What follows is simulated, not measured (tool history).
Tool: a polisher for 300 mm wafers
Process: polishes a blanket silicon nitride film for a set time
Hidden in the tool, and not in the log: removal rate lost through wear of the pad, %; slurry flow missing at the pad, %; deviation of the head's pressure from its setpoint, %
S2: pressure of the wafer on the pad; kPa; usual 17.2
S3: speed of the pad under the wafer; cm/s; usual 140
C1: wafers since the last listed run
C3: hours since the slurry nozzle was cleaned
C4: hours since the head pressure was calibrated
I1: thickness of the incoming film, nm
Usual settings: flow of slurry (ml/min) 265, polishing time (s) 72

{"run": 1, "hour": 0.0, "flow of slurry (ml/min)": 265, "S2": 17.2, "S3": 140, "polishing time (s)": 72, "C1": 0, "wafers polished on this pad": 2256, "C3": 219.7, "C4": 865, "I1": 623.9, "film removed (angstrom)": 1000}
{"hour": 154.1, "done": "head pressure recalibrated"}
{"run": 2, "hour": 259.4, "flow of slurry (ml/min)": 265, "S2": 17.2, "S3": 140, "polishing time (s)": 72, "C1": 2747, "wafers polished on this pad": 5004, "C3": 479.1, "C4": 105.3, "I1": 618.4, "film removed (angstrom)": 953}
{"run": 3, "hour": 334.5, "flow of slurry (ml/min)": 265, "S2": 22.1, "S3": 140, "polishing time (s)": 81, "C1": 801, "wafers polished on this pad": 5806, "C3": 554.2, "C4": 180.4, "I1": 614, "film removed (angstrom)": 1277}
{"run": 4, "hour": 380.0, "flow of slurry (ml/min)": 235, "S2": 15.9, "S3": 140, "polishing time (s)": 72, "C1": 485, "wafers polished on this pad": 6291, "C3": 599.7, "C4": 225.9, "I1": 621.1, "film removed (angstrom)": 866}
{"run": 5, "hour": 418.8, "flow of slurry (ml/min)": 235, "S2": 15.9, "S3": 140, "polishing time (s)": 72, "C1": 414, "wafers polished on this pad": 6706, "C3": 638.5, "C4": 264.7, "I1": 613.4, "film removed (angstrom)": 858}
{"hour": 498.3, "done": "worn pad replaced by a new one"}
{"run": 6, "hour": 511.1, "flow of slurry (ml/min)": 235, "S2": 15.9, "S3": 140, "polishing time (s)": 72, "C1": 942, "wafers polished on this pad": 136, "C3": 730.8, "C4": 357, "I1": 619.5, "film removed (angstrom)": 881}
{"hour": 527.2, "done": "slurry nozzle cleaned"}
{"run": 7, "hour": 580.1, "flow of slurry (ml/min)": 265, "S2": 17.2, "S3": 140, "polishing time (s)": 72, "C1": 725, "wafers polished on this pad": 862, "C3": 52.9, "C4": 426, "I1": 622.5, "film removed (angstrom)": 1017}
{"run": 8, "hour": 673.5, "flow of slurry (ml/min)": 265, "S2": 17.2, "S3": 140, "polishing time (s)": 72, "C1": 997, "wafers polished on this pad": 1859, "C3": 146.3, "C4": 519.4, "I1": 619.4, "film removed (angstrom)": 1008}
{"run": 9, "hour": 746.0, "flow of slurry (ml/min)": 265, "S2": 17.2, "S3": 140, "polishing time (s)": 72, "C1": 773, "wafers polished on this pad": 2633, "C3": 218.8, "C4": 591.9, "I1": 632.5, "film removed (angstrom)": 968}
{"run": 10, "hour": 812.2, "flow of slurry (ml/min)": 265, "S2": 17.2, "S3": 140, "polishing time (s)": 85, "C1": 706, "wafers polished on this pad": 3340, "C3": 285, "C4": 658.1, "I1": 626.8, "film removed (angstrom)": 1137}
{"run": 11, "hour": 913.7, "flow of slurry (ml/min)": 265, "S2": 17.2, "S3": 140, "polishing time (s)": 85, "C1": 1083, "wafers polished on this pad": 4423, "C3": 386.5, "C4": 759.6, "I1": 607.6, "film removed (angstrom)": 1146}
{"hour": 1003.7, "done": "head pressure recalibrated"}
{"run": 12, "hour": 1019.8, "flow of slurry (ml/min)": 265, "S2": 17.2, "S3": 140, "polishing time (s)": 58, "C1": 1111, "wafers polished on this pad": 5534, "C3": 492.6, "C4": 16.1, "I1": 613.5, "film removed (angstrom)": 769}
{"hour": 1062.2, "done": "worn pad replaced by a new one"}
{"run": 13, "hour": 1120.5, "flow of slurry (ml/min)": 265, "S2": 17.2, "S3": 140, "polishing time (s)": 58, "C1": 1032, "wafers polished on this pad": 622, "C3": 593.3, "C4": 116.8, "I1": 628.4, "film removed (angstrom)": 770}
{"run": 14, "hour": 1201.9, "flow of slurry (ml/min)": 265, "S2": 17.2, "S3": 140, "polishing time (s)": 58, "C1": 868, "wafers polished on this pad": 1491, "C3": 674.7, "C4": 198.2, "I1": 624.4, "film removed (angstrom)": 763}
{"run": 15, "hour": 1263.8, "flow of slurry (ml/min)": 325, "S2": 15.9, "S3": 140, "polishing time (s)": 72, "C1": 660, "wafers polished on this pad": 2152, "C3": 736.6, "C4": 260.1, "I1": 614.7, "film removed (angstrom)": 937}
{"hour": 1279.0, "done": "slurry nozzle cleaned"}
{"run": 16, "hour": 1333.2, "flow of slurry (ml/min)": 325, "S2": 15.9, "S3": 140, "polishing time (s)": 72, "C1": 730, "wafers polished on this pad": 2882, "C3": 54.2, "C4": 329.5, "I1": 610.6, "film removed (angstrom)": 973}
{"run": 17, "hour": 1375.3, "flow of slurry (ml/min)": 325, "S2": 15.9, "S3": 140, "polishing time (s)": 72, "C1": 449, "wafers polished on this pad": 3331, "C3": 96.3, "C4": 371.6, "I1": 624.1, "film removed (angstrom)": 980}
{"run": 18, "hour": 1449.0, "flow of slurry (ml/min)": 330, "S2": 17.2, "S3": 140, "polishing time (s)": 72, "C1": 786, "wafers polished on this pad": 4118, "C3": 170, "C4": 445.3, "I1": 621.5, "film removed (angstrom)": 996}
{"run": 19, "hour": 1510.3, "flow of slurry (ml/min)": 210, "S2": 13.1, "S3": 96, "polishing time (s)": 83, "C1": 654, "wafers polished on this pad": 4773, "C3": 231.3, "C4": 506.6, "I1": 620.7, "film removed (angstrom)": 677}
{"run": 20, "hour": 1548.1, "flow of slurry (ml/min)": 205, "S2": 17.2, "S3": 102, "polishing time (s)": 72, "C1": 403, "wafers polished on this pad": 5176, "C3": 269.1, "C4": 544.4, "I1": 622.8, "film removed (angstrom)": 743}
{"run": 21, "hour": 1647.8, "flow of slurry (ml/min)": 200, "S2": 17.2, "S3": 172, "polishing time (s)": 72, "C1": 1064, "wafers polished on this pad": 6240, "C3": 368.8, "C4": 644.1, "I1": 621.4, "film removed (angstrom)": 1058}
{"hour": 1656.1, "done": "worn pad replaced by a new one"}
{"run": 22, "hour": 1705.7, "flow of slurry (ml/min)": 265, "S2": 20, "S3": 140, "polishing time (s)": 72, "C1": 575, "wafers polished on this pad": 529, "C3": 426.7, "C4": 702, "I1": 622.1, "film removed (angstrom)": 1070}
{"run": 23, "hour": 1803.1, "flow of slurry (ml/min)": 265, "S2": 17.2, "S3": 112, "polishing time (s)": 72, "C1": 1039, "wafers polished on this pad": 1568, "C3": 524.1, "C4": 799.4, "I1": 614.5, "film removed (angstrom)": 802}
{"run": 24, "hour": 1841.8, "flow of slurry (ml/min)": 335, "S2": 22.1, "S3": 108, "polishing time (s)": 72, "C1": 413, "wafers polished on this pad": 1981, "C3": 562.8, "C4": 838.1, "I1": 626.7, "film removed (angstrom)": 985}
{"run": 25, "hour": 1881.4, "flow of slurry (ml/min)": 265, "S2": 17.2, "S3": 140, "polishing time (s)": 72, "C1": 422, "wafers polished on this pad": 2404, "C3": 602.4, "C4": 877.7, "I1": 612.5, "film removed (angstrom)": 961}
{"hour": 1932.1, "done": "head pressure recalibrated"}
{"run": 26, "hour": 1968.3, "flow of slurry (ml/min)": 235, "S2": 15.9, "S3": 140, "polishing time (s)": 72, "C1": 906, "wafers polished on this pad": 3310, "C3": 689.3, "C4": 36.2, "I1": 624.4, "film removed (angstrom)": 873}
{"hour": 2041.6, "done": "slurry nozzle cleaned"}
{"run": 27, "hour": 2071.0, "flow of slurry (ml/min)": 305, "S2": 17.2, "S3": 182, "polishing time (s)": 72, "C1": 1085, "wafers polished on this pad": 4396, "C3": 29.4, "C4": 138.9, "I1": 632, "film removed (angstrom)": 1279}
{"run": 28, "hour": 2169.5, "flow of slurry (ml/min)": 265, "S2": 17.2, "S3": 110, "polishing time (s)": 72, "C1": 1051, "wafers polished on this pad": 5447, "C3": 127.9, "C4": 237.4, "I1": 610.6, "film removed (angstrom)": 839}
{"run": 29, "hour": 2230.0, "flow of slurry (ml/min)": 290, "S2": 22.8, "S3": 182, "polishing time (s)": 50, "C1": 645, "wafers polished on this pad": 6093, "C3": 188.4, "C4": 297.9, "I1": 621.1, "film removed (angstrom)": 1041}
{"hour": 2332.0, "done": "worn pad replaced by a new one"}
{"run": 30, "hour": 2335.5, "flow of slurry (ml/min)": 305, "S2": 17.2, "S3": 140, "polishing time (s)": 72, "C1": 1083, "wafers polished on this pad": 37, "C3": 293.9, "C4": 403.4, "I1": 623.3, "film removed (angstrom)": 996}
{"run": 31, "hour": 2442.2, "flow of slurry (ml/min)": 315, "S2": 13.8, "S3": 182, "polishing time (s)": 72, "C1": 1138, "wafers polished on this pad": 1176, "C3": 400.6, "C4": 510.1, "I1": 625.4, "film removed (angstrom)": 1036}
{"run": 32, "hour": 2652.2, "flow of slurry (ml/min)": 205, "S2": 17.2, "S3": 102, "polishing time (s)": 72, "C1": 2241, "wafers polished on this pad": 3418, "C3": 610.6, "C4": 720.1, "I1": 616.6, "film removed (angstrom)": 705}
{"hour": 2751.4, "done": "slurry nozzle cleaned"}
{"run": 33, "hour": 2759.5, "flow of slurry (ml/min)": 265, "S2": 17.2, "S3": 140, "polishing time (s)": 53, "C1": 1134, "wafers polished on this pad": 4553, "C3": 8.1, "C4": 827.4, "I1": 626.8, "film removed (angstrom)": 740}
{"hour": 2807.5, "done": "head pressure recalibrated"}
{"run": 34, "hour": 2819.0, "flow of slurry (ml/min)": 185, "S2": 17.2, "S3": 164, "polishing time (s)": 86, "C1": 613, "wafers polished on this pad": 5166, "C3": 67.6, "C4": 11.5, "I1": 621.9, "film removed (angstrom)": 1273}
{"run": 35, "hour": 2904.5, "flow of slurry (ml/min)": 265, "S2": 17.2, "S3": 140, "polishing time (s)": 72, "C1": 912, "wafers polished on this pad": 6079, "C3": 153.1, "C4": 97, "I1": 617.7, "film removed (angstrom)": 982}
{"hour": 2983.6, "done": "worn pad replaced by a new one"}
{"run": 36, "hour": 2984.1, "flow of slurry (ml/min)": 265, "S2": 17.2, "S3": 140, "polishing time (s)": 72, "C1": 807, "wafers polished on this pad": 5, "C3": 232.7, "C4": 176.6, "I1": 621.6, "film removed (angstrom)": 983}
{"run": 37, "hour": 3033.8, "flow of slurry (ml/min)": 265, "S2": 22.8, "S3": 140, "polishing time (s)": 72, "C1": 530, "wafers polished on this pad": 535, "C3": 282.4, "C4": 226.3, "I1": 622.2, "film removed (angstrom)": 1175}

4 ways to go on from here, each from the tool as it stands after run 37. What would each give?
{"run": "A", "hour": 3034.2, "flow of slurry (ml/min)": 265, "S2": 17.2, "S3": 140, "polishing time (s)": 72, "C1": 4, "wafers polished on this pad": 540, "C3": 282.8, "C4": 226.7, "I1": 629.2, "film removed (angstrom)": "?"}
{"run": "B", "hour": 3034.2, "flow of slurry (ml/min)": 190, "S2": 17.2, "S3": 166, "polishing time (s)": 52, "C1": 4, "wafers polished on this pad": 540, "C3": 282.8, "C4": 226.7, "I1": 629.2, "film removed (angstrom)": "?"}
{"run": "C", "hour": 3034.2, "flow of slurry (ml/min)": 290, "S2": 17.2, "S3": 184, "polishing time (s)": 72, "C1": 4, "wafers polished on this pad": 540, "C3": 282.8, "C4": 226.7, "I1": 629.2, "film removed (angstrom)": "?"}
{"run": "D", "hour": 3034.2, "flow of slurry (ml/min)": 265, "S2": 19.3, "S3": 170, "polishing time (s)": 72, "C1": 4, "wafers polished on this pad": 540, "C3": 282.8, "C4": 226.7, "I1": 629.2, "film removed (angstrom)": "?"}

run=A film_removed_(angstrom)=969
run=B film_removed_(angstrom)=741
run=C film_removed_(angstrom)=1204
run=D film_removed_(angstrom)=1213
Without the tool's hidden state the same runs would have given:
run=A film_removed_(angstrom)=1026
run=B film_removed_(angstrom)=804
run=C film_removed_(angstrom)=1269
run=D film_removed_(angstrom)=1285

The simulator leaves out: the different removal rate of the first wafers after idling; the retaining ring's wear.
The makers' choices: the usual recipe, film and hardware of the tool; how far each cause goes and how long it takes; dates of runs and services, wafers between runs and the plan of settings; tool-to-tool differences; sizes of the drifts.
